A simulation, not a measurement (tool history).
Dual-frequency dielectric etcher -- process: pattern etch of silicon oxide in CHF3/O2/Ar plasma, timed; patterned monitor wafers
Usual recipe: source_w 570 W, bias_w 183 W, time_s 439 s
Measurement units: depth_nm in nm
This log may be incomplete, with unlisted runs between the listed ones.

| run | day | source_w | bias_w | time_s | read-back reference wafer on the same gauge, depth_nm | depth_nm |
|---|---|---|---|---|---|---|
| 1 | 0 | 570 | 183 | 439 | 791.7 | 793.3 |
| 2 | 0.517 | 570 | 183 | 439 | 791.9 | 798.7 |
| 3 | 1.238 | 570 | 183 | 338.5 | 792.2 | 614.8 |
| 4 | 2.171 | 570 | 183 | 439 | 792 | 799.3 |
| 5 | 2.667 | 570 | 183 | 439 | 791.5 | 798.9 |
| 6 | 3.067 | 570 | 183 | 439 | 791.6 | 795.2 |
| 7 | 3.688 | 570 | 183 | 352.5 | 791.8 | 643.6 |
| 8 | 4.183 | 570 | 183 | 439 | 792.1 | 800 |
| 9 | 4.55 | 570 | 183 | 439 | 791.6 | 797.3 |
| 10 | 4.867 | 570 | 183 | 439 | 792.6 | 798.4 |
| 11 | 5.283 | 570 | 183 | 439 | 792.5 | 796.8 |
| 12 | 5.917 | 570 | 183 | 439 | 792.2 | 801.9 |
|  | 6.612 | source power generator calibrated |
|  | 8.383 | upper electrode replaced |
| 13 | 8.404 | 680 | 183 | 439 | 792.6 | 860.5 |
| 14 | 8.842 | 570 | 183 | 533.5 | 792.1 | 979.5 |
|  | 9.475 | gauge calibrated |
|  | 10.083 | wet clean of the chamber |
| 15 | 10.104 | 570 | 183 | 439 | 792 | 773.3 |
| 16 | 10.121 | 570 | 183 | 439 | 792 | 771.9 |
| 17 | 10.396 | 620 | 152 | 562 | 792.3 | 990.3 |
| 18 | 10.95 | 700 | 208 | 326.5 | 791.7 | 646.4 |
|  | 11.621 | bias power generator calibrated |
| 19 | 11.7 | 450 | 213 | 520 | 791.6 | 877.4 |
| 20 | 12.421 | 570 | 203 | 514 | 792.3 | 931.4 |
| 21 | 13.158 | 570 | 157 | 439 | 791.8 | 755.5 |
| 22 | 13.762 | 610 | 159 | 392.5 | 791.6 | 695.1 |
| 23 | 14.129 | 470 | 201 | 546 | 791.9 | 928.3 |
| 24 | 14.608 | 570 | 152 | 364.5 | 792.3 | 624.9 |
| 25 | 15.038 | 570 | 152 | 364.5 | 791.9 | 626.6 |
| 26 | 15.588 | 570 | 183 | 439 | 792.3 | 786.4 |

Consider 3 possible next runs. They are alternatives, not a sequence: every one starts from the tool as it was left by run 26. What does each give?
| A | 15.608 | 570 | 217 | 439 | ? | ? |
| B | 15.608 | 430 | 160 | 365 | ? | ? |
| C | 15.608 | 520 | 183 | 403 | ? | ? |

| run | read-back reference wafer on the same gauge, depth_nm | depth_nm |
|---|---|---|
| A | 791.3 | 810.6 |
| B | 791.3 | 567.1 |
| C | 791.3 | 691.2 |
With the hidden condition removed and each run's random variation left untouched, the same runs would have given:
| run | depth_nm |
|---|---|
| A | 803.1 |
| B | 561.9 |
| C | 684.8 |

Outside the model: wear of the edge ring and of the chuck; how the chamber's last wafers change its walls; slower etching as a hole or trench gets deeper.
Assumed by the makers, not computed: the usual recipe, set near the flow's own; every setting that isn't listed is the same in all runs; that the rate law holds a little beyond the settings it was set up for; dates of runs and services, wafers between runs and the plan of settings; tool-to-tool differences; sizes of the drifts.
